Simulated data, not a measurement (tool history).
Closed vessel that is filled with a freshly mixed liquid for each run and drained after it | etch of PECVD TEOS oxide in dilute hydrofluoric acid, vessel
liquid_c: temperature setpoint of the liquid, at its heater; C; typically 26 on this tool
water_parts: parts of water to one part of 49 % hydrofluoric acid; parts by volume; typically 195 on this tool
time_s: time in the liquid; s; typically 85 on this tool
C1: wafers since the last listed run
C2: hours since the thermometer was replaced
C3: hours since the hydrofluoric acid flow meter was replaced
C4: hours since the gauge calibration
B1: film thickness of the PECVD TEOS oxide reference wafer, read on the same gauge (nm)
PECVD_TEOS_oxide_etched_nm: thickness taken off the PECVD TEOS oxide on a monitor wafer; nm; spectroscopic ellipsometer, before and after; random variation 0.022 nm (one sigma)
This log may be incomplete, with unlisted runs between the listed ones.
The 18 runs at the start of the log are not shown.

Run 19, hour 1479.1: usual settings but water_parts 95 parts by volume, time_s 105 s; C1 13605; C2 587.5; C3 1046.4; C4 899.7; B1 49.954. Result: PECVD_TEOS_oxide_etched_nm 13.23 nm.
Run 20, hour 1586.4: usual settings but liquid_c 21 C, time_s 40 s; C1 14584; C2 694.8; C3 1153.7; C4 1007; B1 50.03. Result: PECVD_TEOS_oxide_etched_nm 1.814 nm.
Run 21, hour 1676.4: usual settings but liquid_c 29 C, water_parts 285 parts by volume, time_s 40 s; C1 12232; C2 784.8; C3 1243.7; C4 1097; B1 50.007. Result: PECVD_TEOS_oxide_etched_nm 1.495 nm.
Run 22, hour 1739.6: usual settings but liquid_c 27.5 C, water_parts 140 parts by volume, time_s 130 s; C1 8590; C2 848; C3 1306.9; C4 1160.2; B1 50. Result: PECVD_TEOS_oxide_etched_nm 11.178 nm.
Run 23, hour 1792.5: usual settings but liquid_c 29 C, water_parts 145 parts by volume; C1 7190; C2 900.9; C3 1359.8; C4 1213.1; B1 50. Result: PECVD_TEOS_oxide_etched_nm 7.436 nm.
Run 24, hour 1843.3: usual settings but liquid_c 23.5 C; C1 6904; C2 951.7; C3 1410.6; C4 1263.9; B1 50.061. Result: PECVD_TEOS_oxide_etched_nm 4.249 nm.
Run 25, hour 1904.6: usual settings but liquid_c 28.5 C, water_parts 250 parts by volume, time_s 50 s; C1 8331; C2 1013; C3 1471.9; C4 1325.2; B1 50.051. Result: PECVD_TEOS_oxide_etched_nm 2.183 nm.
At hour 1912.3: hydrofluoric acid flow meter replaced.
Run 26, hour 1993.4: usual settings but time_s 60 s; C1 11933; C2 1101.8; C3 81.1; C4 1414; B1 49.977. Result: PECVD_TEOS_oxide_etched_nm 3.345 nm.
Run 27, hour 2054: usual settings but liquid_c 27.5 C, water_parts 275 parts by volume, time_s 130 s; C1 8236; C2 1162.4; C3 141.7; C4 1474.6; B1 50.019. Result: PECVD_TEOS_oxide_etched_nm 5.007 nm.
Run 28, hour 2106.7: usual settings but liquid_c 30 C, water_parts 245 parts by volume, time_s 105 s; C1 7163; C2 1215.1; C3 194.4; C4 1527.3; B1 50.012. Result: PECVD_TEOS_oxide_etched_nm 5.057 nm.
Run 29, hour 2151.6: usual settings; C1 6102; C2 1260; C3 239.3; C4 1572.2; B1 49.975. Result: PECVD_TEOS_oxide_etched_nm 4.732 nm.
Run 30, hour 2218.5: usual settings but liquid_c 24 C; C1 9093; C2 1326.9; C3 306.2; C4 1639.1; B1 50.034. Result: PECVD_TEOS_oxide_etched_nm 4.417 nm.
Run 31, hour 2279.5: usual settings but water_parts 290 parts by volume, time_s 50 s; C1 8291; C2 1387.9; C3 367.2; C4 1700.1; B1 49.991. Result: PECVD_TEOS_oxide_etched_nm 1.704 nm.
Run 32, hour 2341.9: usual settings but liquid_c 24.5 C, water_parts 225 parts by volume, time_s 70 s; C1 8481; C2 1450.3; C3 429.6; C4 1762.5; B1 50.001. Result: PECVD_TEOS_oxide_etched_nm 3.11 nm.
Run 33, hour 2555.1: usual settings; C1 28978; C2 1663.5; C3 642.8; C4 1975.7; B1 50.004. Result: PECVD_TEOS_oxide_etched_nm 4.775 nm.
Run 34, hour 2650.4: usual settings; C1 12953; C2 1758.8; C3 738.1; C4 2071; B1 50.013. Result: PECVD_TEOS_oxide_etched_nm 4.76 nm.

3 ways to go on from here, each from the tool as it stands after run 34. What would each give?
Run A, hour 2651.1: usual settings; C1 95; C2 1759.5; C3 738.8; C4 2071.7; B1 ?. Result: PECVD_TEOS_oxide_etched_nm ?.
Run B, hour 2651.1: usual settings but liquid_c 24 C, water_parts 235 parts by volume, time_s 135 s; C1 95; C2 1759.5; C3 738.8; C4 2071.7; B1 ?. Result: PECVD_TEOS_oxide_etched_nm ?.
Run C, hour 2651.1: usual settings but time_s 100 s; C1 95; C2 1759.5; C3 738.8; C4 2071.7; B1 ?. Result: PECVD_TEOS_oxide_etched_nm ?.

run      B1  PECVD_TEOS_oxide_etched_nm
  A  49.991                       4.772
  B  49.991                       5.599
  C  49.991                       5.614
With no hidden state in the tool, these same runs would have given:
run  PECVD_TEOS_oxide_etched_nm
  A                       4.577
  B                       5.374
  C                       5.385
